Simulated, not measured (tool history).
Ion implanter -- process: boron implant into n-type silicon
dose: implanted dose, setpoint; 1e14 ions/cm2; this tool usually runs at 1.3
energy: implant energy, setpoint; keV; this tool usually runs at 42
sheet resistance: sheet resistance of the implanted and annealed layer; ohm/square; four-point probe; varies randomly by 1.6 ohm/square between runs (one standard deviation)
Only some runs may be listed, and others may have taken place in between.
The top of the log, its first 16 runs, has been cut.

| run | hour | dose | energy | wafers since the last listed run | hours since the last dose calibration | hours since the extraction supply was calibrated | hours since the gauge calibration | read-back reference wafer on the same gauge, sheet resistance | sheet resistance |
|---|---|---|---|---|---|---|---|---|---|
| 17 | 960.7 | 1.3 | 42 | 1011 | 90.4 | 5380 | 993 | 676.06 | 552.29 |
| 18 | 999.4 | 1.3 | 42 | 594 | 129.1 | 5418.7 | 1031.7 | 675.82 | 554.02 |
| 19 | 1035.1 | 1.43 | 56.5 | 548 | 164.8 | 5454.4 | 1067.4 | 675.76 | 490.37 |
|  | 1047.1 | extraction supply calibrated |
| 20 | 1089.2 | 1.67 | 35.5 | 707 | 218.9 | 42.1 | 1121.5 | 675.84 | 473.62 |
| 21 | 1159.9 | 1.3 | 42 | 1085 | 289.6 | 112.8 | 1192.2 | 676.33 | 549.06 |
| 22 | 1223.7 | 1.14 | 54.5 | 979 | 353.4 | 176.6 | 1256 | 676.05 | 579.18 |
| 23 | 1273.1 | 0.92 | 50.5 | 758 | 402.8 | 226 | 1305.4 | 675.92 | 682.95 |
| 24 | 1319.8 | 1.3 | 42 | 717 | 449.5 | 272.7 | 1352.1 | 676.18 | 552.91 |
| 25 | 1364.5 | 1.02 | 36 | 686 | 494.2 | 317.4 | 1396.8 | 675.91 | 674.23 |
|  | 1407.7 | gauge calibrated |
| 26 | 1416.7 | 1.17 | 48.5 | 801 | 546.4 | 369.6 | 9 | 676.27 | 582.87 |
|  | 1433.2 | Faraday cup replaced and dose calibrated, repeated, since the last time left the tool worse |
| 27 | 1486.3 | 1.3 | 42 | 945 | 53.1 | 439.2 | 78.6 | 676.72 | 565.25 |
| 28 | 1545 | 1.3 | 42 | 901 | 111.8 | 497.9 | 137.3 | 675.71 | 564.55 |
| 29 | 1590.6 | 1.01 | 42 | 700 | 157.4 | 543.5 | 182.9 | 676.26 | 674.63 |
| 30 | 1636.1 | 1.3 | 42 | 698 | 202.9 | 589 | 228.4 | 675.86 | 566.44 |
| 31 | 1688.1 | 1.3 | 42 | 798 | 254.9 | 641 | 280.4 | 675.93 | 567.33 |
| 32 | 1748.6 | 1.46 | 53 | 929 | 315.4 | 701.5 | 340.9 | 675.72 | 502.23 |
| 33 | 1813.8 | 0.96 | 52 | 1001 | 380.6 | 766.7 | 406.1 | 676.04 | 673.46 |
| 34 | 1842.7 | 1.06 | 50.5 | 443 | 409.5 | 795.6 | 435 | 676.3 | 632.04 |
| 35 | 1904.6 | 1.3 | 42 | 950 | 471.4 | 857.5 | 496.9 | 675.96 | 565.1 |
| 36 | 1984.8 | 0.99 | 42 | 1231 | 551.6 | 937.7 | 577.1 | 676.32 | 683.93 |
| 37 | 2025.3 | 0.91 | 31.5 | 621 | 592.1 | 978.2 | 617.6 | 675.37 | 771.88 |
| 38 | 2092.1 | 1.12 | 49 | 1025 | 658.9 | 1045 | 684.4 | 675.57 | 611.33 |

3 options for the next run, each taken on its own from the tool as it stands now. Forecast them:
| A | 2092.5 | 1.3 | 50.5 | 6 | 659.3 | 1045.4 | 684.8 | ? | ? |
| B | 2092.5 | 1.56 | 32 | 6 | 659.3 | 1045.4 | 684.8 | ? | ? |
| C | 2092.5 | 1.45 | 53 | 6 | 659.3 | 1045.4 | 684.8 | ? | ? |

| run | read-back reference wafer on the same gauge, sheet resistance | sheet resistance |
|---|---|---|
| A | 676.11 | 548.33 |
| B | 676.11 | 518.54 |
| C | 676.11 | 503.43 |
Stripped of hidden state, with their random variation kept, the same runs would have yielded:
| run | sheet resistance |
|---|---|
| A | 548.06 |
| B | 518.28 |
| C | 503.18 |
